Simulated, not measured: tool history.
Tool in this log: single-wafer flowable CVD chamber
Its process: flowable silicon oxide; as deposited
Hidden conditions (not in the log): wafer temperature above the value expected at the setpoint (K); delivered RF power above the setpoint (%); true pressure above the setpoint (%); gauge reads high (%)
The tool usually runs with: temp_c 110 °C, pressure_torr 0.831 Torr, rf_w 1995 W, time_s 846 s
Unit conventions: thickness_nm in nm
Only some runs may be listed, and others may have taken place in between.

| run | hour | temp_c | pressure_torr | rf_w | time_s | wafers since the last listed run | hours since the last thermocouple change | hours since the last RF generator calibration | hours since the last manometer calibration | hours since the showerhead was replaced | hours since the gauge calibration | read-back reference wafer on the same gauge, thickness_nm | thickness_nm |
|---|---|---|---|---|---|---|---|---|---|---|---|---|---|
| 1 | 0 | 110 | 0.696 | 1995 | 846 | 0 | 2719.5 | 1983.2 | 2495.9 | 7021.7 | 374.9 | 372.494 | 268.538 |
| 2 | 15.6 | 110 | 0.696 | 1995 | 846 | 27 | 2735.1 | 1998.8 | 2511.5 | 7037.3 | 390.5 | 373.736 | 269.183 |
| 3 | 24.1 | 110 | 0.831 | 1995 | 846 | 14 | 2743.6 | 2007.3 | 2520 | 7045.8 | 399 | 372.825 | 318.427 |
|  | 36.9 | capacitance manometer re-zeroed and calibrated |
| 4 | 37.4 | 110 | 0.831 | 1995 | 846 | 9 | 2756.9 | 2020.6 | 0.5 | 7059.1 | 412.3 | 373.342 | 288.636 |
| 5 | 54.6 | 110 | 0.831 | 1995 | 846 | 29 | 2774.1 | 2037.8 | 17.7 | 7076.3 | 429.5 | 372.609 | 288.753 |
| 6 | 68.3 | 115 | 1.008 | 1730 | 977 | 23 | 2787.8 | 2051.5 | 31.4 | 7090 | 443.2 | 372.583 | 328.924 |
| 7 | 74.8 | 125 | 1.024 | 2205 | 761 | 11 | 2794.3 | 2058 | 37.9 | 7096.5 | 449.7 | 373.379 | 220.302 |
|  | 82.5 | gauge calibrated |
| 8 | 91.7 | 110 | 0.831 | 1995 | 846 | 29 | 2811.2 | 2074.9 | 54.8 | 7113.4 | 9.2 | 373.468 | 290.093 |
|  | 112.5 | showerhead replaced |
| 9 | 113 | 123 | 1.016 | 2245 | 846 | 23 | 2832.5 | 2096.2 | 76.1 | 0.5 | 30.5 | 372.909 | 256.221 |
| 10 | 119.8 | 110 | 0.987 | 2270 | 998 | 11 | 2839.3 | 2103 | 82.9 | 7.3 | 37.3 | 373.435 | 420.291 |
|  | 132.5 | RF generator calibrated |
| 11 | 133.7 | 110 | 0.831 | 1995 | 846 | 10 | 2853.2 | 1.2 | 96.8 | 21.2 | 51.2 | 372.878 | 285.967 |
| 12 | 142.4 | 118 | 0.774 | 2380 | 682 | 15 | 2861.9 | 9.9 | 105.5 | 29.9 | 59.9 | 372.539 | 181.625 |
| 13 | 151.4 | 122 | 0.894 | 1800 | 725 | 15 | 2870.9 | 18.9 | 114.5 | 38.9 | 68.9 | 373.614 | 182.214 |
| 14 | 159.2 | 110 | 0.831 | 2350 | 846 | 13 | 2878.7 | 26.7 | 122.3 | 46.7 | 76.7 | 373.038 | 300.903 |
| 15 | 198.2 | 102 | 0.831 | 1995 | 984 | 67 | 2917.7 | 65.7 | 161.3 | 85.7 | 115.7 | 373.172 | 427.766 |
|  | 209 | thermocouple changed; heater temperature recalibrated |
| 16 | 215 | 110 | 0.831 | 1995 | 773 | 15 | 6 | 82.5 | 178.1 | 102.5 | 132.5 | 373.216 | 335.337 |
| 17 | 229.1 | 110 | 0.958 | 1995 | 959 | 24 | 20.1 | 96.6 | 192.2 | 116.6 | 146.6 | 372.82 | 479.074 |
| 18 | 238.3 | 110 | 0.831 | 1995 | 799 | 15 | 29.3 | 105.8 | 201.4 | 125.8 | 155.8 | 373.736 | 345.728 |
| 19 | 254.8 | 110 | 0.831 | 1995 | 738 | 28 | 45.8 | 122.3 | 217.9 | 142.3 | 172.3 | 373.169 | 319.74 |
| 20 | 263.9 | 110 | 0.831 | 1995 | 846 | 15 | 54.9 | 131.4 | 227 | 151.4 | 181.4 | 372.491 | 366.623 |
| 21 | 274.2 | 110 | 0.831 | 1790 | 846 | 17 | 65.2 | 141.7 | 237.3 | 161.7 | 191.7 | 373.433 | 350.916 |
| 22 | 289.3 | 121 | 0.831 | 2355 | 754 | 26 | 80.3 | 156.8 | 252.4 | 176.8 | 206.8 | 373.1 | 244.7 |
| 23 | 300.8 | 110 | 0.831 | 1615 | 694 | 19 | 91.8 | 168.3 | 263.9 | 188.3 | 218.3 | 373.122 | 269.591 |
| 24 | 318.6 | 122 | 0.831 | 1710 | 950 | 30 | 109.6 | 186.1 | 281.7 | 206.1 | 236.1 | 372.492 | 267.236 |
| 25 | 325.9 | 110 | 0.831 | 1995 | 846 | 12 | 116.9 | 193.4 | 289 | 213.4 | 243.4 | 372.977 | 371.421 |
| 26 | 340.8 | 110 | 0.686 | 1995 | 846 | 25 | 131.8 | 208.3 | 303.9 | 228.3 | 258.3 | 373.302 | 305.49 |
| 27 | 348.3 | 110 | 0.632 | 1620 | 846 | 12 | 139.3 | 215.8 | 311.4 | 235.8 | 265.8 | 373.071 | 251.79 |

Measured result minus the same run's result without the hidden state. Both carry the same run-to-run variation, though not necessarily the same gauge scatter:
| run | thickness_nm |
|---|---|
| 1 | -39.124 |
| 2 | -39.633 |
| 3 | -48.57 |
| 4 | -76.336 |
| 5 | -76.911 |
| 6 | -82.361 |
| 7 | -45.6 |
| 8 | -78.462 |
| 9 | -56.711 |
| 10 | -115.121 |
| 11 | -78.709 |
| 12 | -43.939 |
| 13 | -41.919 |
| 14 | -83.707 |
| 15 | -130.848 |
| 16 | +0.237 |
| 17 | +0.382 |
| 18 | +0.516 |
| 19 | +0.65 |
| 20 | +0.853 |
| 21 | +0.931 |
| 22 | +1.011 |
| 23 | +0.936 |
| 24 | +1.353 |
| 25 | +1.567 |
| 26 | +1.657 |
| 27 | +1.423 |
